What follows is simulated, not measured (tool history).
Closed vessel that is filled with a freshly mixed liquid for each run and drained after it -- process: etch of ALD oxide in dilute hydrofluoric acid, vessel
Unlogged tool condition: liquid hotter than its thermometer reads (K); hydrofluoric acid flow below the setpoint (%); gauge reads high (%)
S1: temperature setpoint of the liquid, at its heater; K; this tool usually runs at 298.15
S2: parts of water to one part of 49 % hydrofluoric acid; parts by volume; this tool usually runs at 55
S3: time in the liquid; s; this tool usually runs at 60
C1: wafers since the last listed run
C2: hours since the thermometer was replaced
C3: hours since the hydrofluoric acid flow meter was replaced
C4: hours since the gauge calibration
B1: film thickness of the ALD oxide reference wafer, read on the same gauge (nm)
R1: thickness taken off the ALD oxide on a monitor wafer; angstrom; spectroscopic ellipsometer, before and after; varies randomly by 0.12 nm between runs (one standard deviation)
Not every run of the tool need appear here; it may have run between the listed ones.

run,day,S1,S2,S3,C1,C2,C3,C4,B1,R1
1,0,298.15,55,60,0,1412.5,1758.2,91.7,150.49,268.2
2,3.121,298.15,65,60,9093,1487.4,1833.1,166.6,150.93,224.6
3,15.925,298.15,65,60,37307,1794.7,2140.4,473.9,152.77,228.2
4,17.5,298.15,65,60,4589,1832.5,2178.2,511.7,153,226.9
5,20.321,298.15,55,40,8219,1900.2,2245.9,579.4,153.42,181.7
# day 20.508: hydrofluoric acid flow meter replaced
6,23.192,298.15,55,40,8243,1969.1,64.4,648.3,153.82,184.5
7,25.171,294.15,55,60,5766,2016.6,111.9,695.8,154.11,233.2
8,28.146,294.15,55,60,8668,2088,183.3,767.2,154.53,234.3
9,31.192,298.15,55,60,8874,2161.1,256.4,840.3,154.99,276.9
10,35.35,296.15,55,60,12116,2260.9,356.2,940.1,155.58,256.6
11,37.133,298.15,40,60,5196,2303.7,399,982.9,155.83,392.5
12,39.592,296.15,40,30,7162,2362.7,458,1041.9,156.18,180.5
# day 39.788: gauge calibrated
# day 44.433: thermometer replaced
13,49.996,296.15,55,35,30193,133.5,707.7,245,151.2,145.4
14,54.033,298.15,55,60,11764,230.4,804.6,341.9,151.81,271.6
15,55.708,301.15,55,70,4880,270.6,844.8,382.1,152.05,359.2
16,67.021,293.65,75,50,32961,542.1,1116.3,653.6,153.68,137.2

Consider 5 possible next runs. They are alternatives, not a sequence: every one starts from the tool as it was left by run 16. What does each give?
A,67.05,298.15,55,60,84,542.8,1117,654.3,?,?
B,67.05,294.15,55,30,84,542.8,1117,654.3,?,?
C,67.05,295.65,55,60,84,542.8,1117,654.3,?,?
D,67.05,298.15,30,80,84,542.8,1117,654.3,?,?
E,67.05,298.15,65,80,84,542.8,1117,654.3,?,?

run,B1,R1
A,153.66,272.3
B,153.66,115.4
C,153.66,245.7
D,153.66,688.9
E,153.66,303.1
Without the tool's unlogged condition, the same runs would have read:
run,R1
A,265.8
B,112.7
C,239.9
D,672.4
E,295.9
